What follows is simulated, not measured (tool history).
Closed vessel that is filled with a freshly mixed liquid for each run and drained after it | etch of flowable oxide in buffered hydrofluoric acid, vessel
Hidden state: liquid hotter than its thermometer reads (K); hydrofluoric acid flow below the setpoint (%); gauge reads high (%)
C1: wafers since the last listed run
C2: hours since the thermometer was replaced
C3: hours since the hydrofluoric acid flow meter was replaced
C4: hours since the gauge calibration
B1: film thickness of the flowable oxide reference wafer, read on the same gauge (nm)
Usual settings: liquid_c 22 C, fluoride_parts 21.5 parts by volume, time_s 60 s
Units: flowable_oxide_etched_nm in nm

{"run": 1, "hour": 0.0, "liquid_c": 22, "fluoride_parts": 17.5, "time_s": 60, "C1": 0, "C2": 1428.3, "C3": 117.6, "C4": 603.6, "B1": 70.05, "flowable_oxide_etched_nm": 138.48}
{"run": 2, "hour": 72.9, "liquid_c": 22, "fluoride_parts": 17.5, "time_s": 60, "C1": 10836, "C2": 1501.2, "C3": 190.5, "C4": 676.5, "B1": 70.01, "flowable_oxide_etched_nm": 139.78}
{"run": 3, "hour": 168.2, "liquid_c": 22, "fluoride_parts": 17.5, "time_s": 60, "C1": 14166, "C2": 1596.5, "C3": 285.8, "C4": 771.8, "B1": 70.01, "flowable_oxide_etched_nm": 139.06}
{"run": 4, "hour": 233.6, "liquid_c": 19.5, "fluoride_parts": 21.5, "time_s": 60, "C1": 9721, "C2": 1661.9, "C3": 351.2, "C4": 837.2, "B1": 69.99, "flowable_oxide_etched_nm": 101.35}
{"run": 5, "hour": 314.4, "liquid_c": 22, "fluoride_parts": 21.5, "time_s": 85, "C1": 12010, "C2": 1742.7, "C3": 432, "C4": 918, "B1": 69.98, "flowable_oxide_etched_nm": 165.57}
{"run": 6, "hour": 358.5, "liquid_c": 22, "fluoride_parts": 21.5, "time_s": 85, "C1": 6555, "C2": 1786.8, "C3": 476.1, "C4": 962.1, "B1": 70.03, "flowable_oxide_etched_nm": 165.35}
{"run": 7, "hour": 447.3, "liquid_c": 22, "fluoride_parts": 21.5, "time_s": 85, "C1": 13199, "C2": 1875.6, "C3": 564.9, "C4": 1050.9, "B1": 70.01, "flowable_oxide_etched_nm": 164.99}
{"run": 8, "hour": 537.0, "liquid_c": 22, "fluoride_parts": 16.5, "time_s": 60, "C1": 13333, "C2": 1965.3, "C3": 654.6, "C4": 1140.6, "B1": 69.99, "flowable_oxide_etched_nm": 146.63}
{"run": 9, "hour": 595.9, "liquid_c": 22, "fluoride_parts": 16.5, "time_s": 60, "C1": 8755, "C2": 2024.2, "C3": 713.5, "C4": 1199.5, "B1": 69.97, "flowable_oxide_etched_nm": 145.44}
{"run": 10, "hour": 690.9, "liquid_c": 22, "fluoride_parts": 21.5, "time_s": 60, "C1": 14121, "C2": 2119.2, "C3": 808.5, "C4": 1294.5, "B1": 69.98, "flowable_oxide_etched_nm": 115.93}
{"run": 11, "hour": 758.0, "liquid_c": 22, "fluoride_parts": 21.5, "time_s": 60, "C1": 9974, "C2": 2186.3, "C3": 875.6, "C4": 1361.6, "B1": 70.02, "flowable_oxide_etched_nm": 115.46}
{"run": 12, "hour": 844.0, "liquid_c": 22, "fluoride_parts": 21.5, "time_s": 60, "C1": 12783, "C2": 2272.3, "C3": 961.6, "C4": 1447.6, "B1": 70.01, "flowable_oxide_etched_nm": 115.42}
{"run": 13, "hour": 895.5, "liquid_c": 26, "fluoride_parts": 27, "time_s": 60, "C1": 7655, "C2": 2323.8, "C3": 1013.1, "C4": 1499.1, "B1": 70, "flowable_oxide_etched_nm": 123.53}
{"run": 14, "hour": 1002.0, "liquid_c": 24, "fluoride_parts": 21.5, "time_s": 45, "C1": 15830, "C2": 2430.3, "C3": 1119.6, "C4": 1605.6, "B1": 69.99, "flowable_oxide_etched_nm": 95.92}
{"run": 15, "hour": 1074.6, "liquid_c": 22, "fluoride_parts": 21.5, "time_s": 90, "C1": 10791, "C2": 2502.9, "C3": 1192.2, "C4": 1678.2, "B1": 70.01, "flowable_oxide_etched_nm": 173.41}
{"run": 16, "hour": 1168.9, "liquid_c": 18, "fluoride_parts": 21.5, "time_s": 60, "C1": 14017, "C2": 2597.2, "C3": 1286.5, "C4": 1772.5, "B1": 70.04, "flowable_oxide_etched_nm": 91.22}
{"run": 17, "hour": 1254.1, "liquid_c": 25.5, "fluoride_parts": 21.5, "time_s": 60, "C1": 12664, "C2": 2682.4, "C3": 1371.7, "C4": 1857.7, "B1": 70.04, "flowable_oxide_etched_nm": 138.79}
{"run": 18, "hour": 1308.0, "liquid_c": 18.5, "fluoride_parts": 17.5, "time_s": 60, "C1": 8012, "C2": 2736.3, "C3": 1425.6, "C4": 1911.6, "B1": 70.02, "flowable_oxide_etched_nm": 110.4}
{"hour": 1334.5, "done": "gauge calibrated"}
{"run": 19, "hour": 1384.7, "liquid_c": 19.5, "fluoride_parts": 18.5, "time_s": 40, "C1": 11401, "C2": 2813, "C3": 1502.3, "C4": 50.2, "B1": 69.93, "flowable_oxide_etched_nm": 74.14}
{"hour": 1431.5, "done": "thermometer replaced"}
{"hour": 1496.9, "done": "hydrofluoric acid flow meter replaced"}
{"run": 20, "hour": 1574.9, "liquid_c": 19.5, "fluoride_parts": 29, "time_s": 40, "C1": 27975, "C2": 143.4, "C3": 78, "C4": 240.4, "B1": 70.03, "flowable_oxide_etched_nm": 52.76}
{"run": 21, "hour": 1650.5, "liquid_c": 22, "fluoride_parts": 21.5, "time_s": 60, "C1": 11237, "C2": 219, "C3": 153.6, "C4": 316, "B1": 70.02, "flowable_oxide_etched_nm": 111.8}
{"run": 22, "hour": 1754.4, "liquid_c": 23.5, "fluoride_parts": 16, "time_s": 85, "C1": 15444, "C2": 322.9, "C3": 257.5, "C4": 419.9, "B1": 69.98, "flowable_oxide_etched_nm": 228.28}
{"run": 23, "hour": 1868.8, "liquid_c": 22, "fluoride_parts": 21.5, "time_s": 60, "C1": 17005, "C2": 437.3, "C3": 371.9, "C4": 534.3, "B1": 70, "flowable_oxide_etched_nm": 112.22}
{"run": 24, "hour": 1909.3, "liquid_c": 26, "fluoride_parts": 13, "time_s": 30, "C1": 6020, "C2": 477.8, "C3": 412.4, "C4": 574.8, "B1": 70.02, "flowable_oxide_etched_nm": 109.98}
{"run": 25, "hour": 1966.5, "liquid_c": 22, "fluoride_parts": 21.5, "time_s": 60, "C1": 8502, "C2": 535, "C3": 469.6, "C4": 632, "B1": 69.96, "flowable_oxide_etched_nm": 111.42}
{"run": 26, "hour": 2024.0, "liquid_c": 18.5, "fluoride_parts": 24, "time_s": 70, "C1": 8547, "C2": 592.5, "C3": 527.1, "C4": 689.5, "B1": 70.02, "flowable_oxide_etched_nm": 99.85}
{"run": 27, "hour": 2073.9, "liquid_c": 25, "fluoride_parts": 21.5, "time_s": 35, "C1": 7417, "C2": 642.4, "C3": 577, "C4": 739.4, "B1": 70, "flowable_oxide_etched_nm": 76.79}

5 ways to go on from here, each from the tool as it stands after run 27. What would each give?
{"run": "A", "hour": 2074.6, "liquid_c": 22, "fluoride_parts": 28, "time_s": 60, "C1": 104, "C2": 643.1, "C3": 577.7, "C4": 740.1, "B1": "?", "flowable_oxide_etched_nm": "?"}
{"run": "B", "hour": 2074.6, "liquid_c": 24.5, "fluoride_parts": 21.5, "time_s": 60, "C1": 104, "C2": 643.1, "C3": 577.7, "C4": 740.1, "B1": "?", "flowable_oxide_etched_nm": "?"}
{"run": "C", "hour": 2074.6, "liquid_c": 18.5, "fluoride_parts": 21.5, "time_s": 90, "C1": 104, "C2": 643.1, "C3": 577.7, "C4": 740.1, "B1": "?", "flowable_oxide_etched_nm": "?"}
{"run": "D", "hour": 2074.6, "liquid_c": 24, "fluoride_parts": 24.5, "time_s": 35, "C1": 104, "C2": 643.1, "C3": 577.7, "C4": 740.1, "B1": "?", "flowable_oxide_etched_nm": "?"}
{"run": "E", "hour": 2074.6, "liquid_c": 22, "fluoride_parts": 25.5, "time_s": 60, "C1": 104, "C2": 643.1, "C3": 577.7, "C4": 740.1, "B1": "?", "flowable_oxide_etched_nm": "?"}

run=A B1=70.03 flowable_oxide_etched_nm=92.46
run=B B1=70.03 flowable_oxide_etched_nm=127.23
run=C B1=70.03 flowable_oxide_etched_nm=136.83
run=D B1=70.03 flowable_oxide_etched_nm=66.02
run=E B1=70.03 flowable_oxide_etched_nm=98.62
Without the tool's hidden state the same runs would have given:
run=A flowable_oxide_etched_nm=92.4
run=B flowable_oxide_etched_nm=127.23
run=C flowable_oxide_etched_nm=136.66
run=D flowable_oxide_etched_nm=66.01
run=E flowable_oxide_etched_nm=98.56
